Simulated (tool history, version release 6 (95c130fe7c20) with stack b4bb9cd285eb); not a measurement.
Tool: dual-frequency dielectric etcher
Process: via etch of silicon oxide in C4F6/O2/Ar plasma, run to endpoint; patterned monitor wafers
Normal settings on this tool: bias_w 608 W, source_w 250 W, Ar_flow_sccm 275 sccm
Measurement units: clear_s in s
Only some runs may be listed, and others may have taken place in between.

run	hour	bias_w	source_w	Ar_flow_sccm	wafers since the last listed run	hours since the last wet clean	hours since the last bias power generator calibration	hours since the last source power generator calibration	hours since the last Ar flow controller change	hours since the last upper electrode change	incoming incoming film thickness, nm	clear_s
1	0.0	608	250	275	0	0.8	4635.1	5116.0	2061.5	5698.9	65.9	15.6
2	2.9	608	250	275	29	3.7	4638.0	5118.9	2064.4	5701.8	65.5	15.6
3	18.5	650	250	275	159	19.3	4653.6	5134.5	2080.0	5717.4	65.5	15.0
4	25.4	650	250	275	70	26.2	4660.5	5141.4	2086.9	5724.3	65.3	15.0
5	33.9	608	240	275	86	34.7	4669.0	5149.9	2095.4	5732.8	65.6	15.7
6	48.1	695	280	275	145	48.9	4683.2	5164.1	2109.6	5747.0	64.9	14.0
# hour 56.2: bias power generator calibrated
7	86.5	608	250	275	351	87.3	30.3	5202.5	2148.0	5785.4	65.8	15.4
8	93.6	608	250	227	72	94.4	37.4	5209.6	2155.1	5792.5	65.8	15.0
9	106.2	562	250	275	128	107.0	50.0	5222.2	2167.7	5805.1	64.9	15.7
10	121.7	474	250	275	158	122.5	65.5	5237.7	2183.2	5820.6	65.7	17.1
# hour 132.8: Ar flow controller replaced
11	161.1	608	240	275	341	161.9	104.9	5277.1	28.3	5860.0	65.7	15.6
12	174.0	608	250	252	131	174.8	117.8	5290.0	41.2	5872.9	66.0	15.0
13	185.3	476	290	343	115	186.1	129.1	5301.3	52.5	5884.2	65.8	16.5
14	193.1	608	250	275	79	193.9	136.9	5309.1	60.3	5892.0	65.3	15.3
15	207.0	544	250	216	141	207.8	150.8	5323.0	74.2	5905.9	65.7	15.4
# hour 211.9: source power generator calibrated
# hour 231.9: upper electrode replaced
16	232.4	608	270	275	14	233.2	176.2	20.5	99.6	0.5	65.4	14.7
17	232.7	669	250	275	3	233.5	176.5	20.8	99.9	0.8	65.3	14.3
18	241.1	608	310	275	85	241.9	184.9	29.2	108.3	9.2	66.7	14.2
19	257.8	650	250	275	170	258.6	201.6	45.9	125.0	25.9	65.2	14.6
20	274.6	518	230	240	171	275.4	218.4	62.7	141.8	42.7	65.8	16.3
21	287.1	608	250	320	127	287.9	230.9	75.2	154.3	55.2	64.9	15.0
22	302.9	608	250	275	161	303.7	246.7	91.0	170.1	71.0	64.9	14.8
23	318.6	662	270	211	160	319.4	262.4	106.7	185.8	86.7	65.5	13.7
24	335.7	483	250	214	174	336.5	279.5	123.8	202.9	103.8	65.9	16.0
25	350.0	608	250	344	146	350.8	293.8	138.1	217.2	118.1	65.2	15.3
26	360.1	608	280	275	103	360.9	303.9	148.2	227.3	128.2	66.3	14.5
27	376.1	646	230	238	163	376.9	319.9	164.2	243.3	144.2	65.1	14.5
28	385.9	540	270	226	100	386.7	329.7	174.0	253.1	154.0	65.9	14.8

Consider 5 possible next runs. They are alternatives, not a sequence: every one starts from the tool as it was left by run 28. What does each give?
A	386.3	608	250	299	4	387.1	330.1	174.4	253.5	154.4	65.5	?
B	386.3	504	200	275	4	387.1	330.1	174.4	253.5	154.4	65.5	?
C	386.3	512	190	304	4	387.1	330.1	174.4	253.5	154.4	65.5	?
D	386.3	492	230	206	4	387.1	330.1	174.4	253.5	154.4	65.5	?
E	386.3	661	270	239	4	387.1	330.1	174.4	253.5	154.4	65.5	?

run	clear_s
A	15.1
B	17.5
C	17.9
D	16.2
E	13.8
Without the tool's unlogged condition, the same runs would have read:
run	clear_s
A	15.9
B	18.4
C	18.8
D	17.1
E	14.6
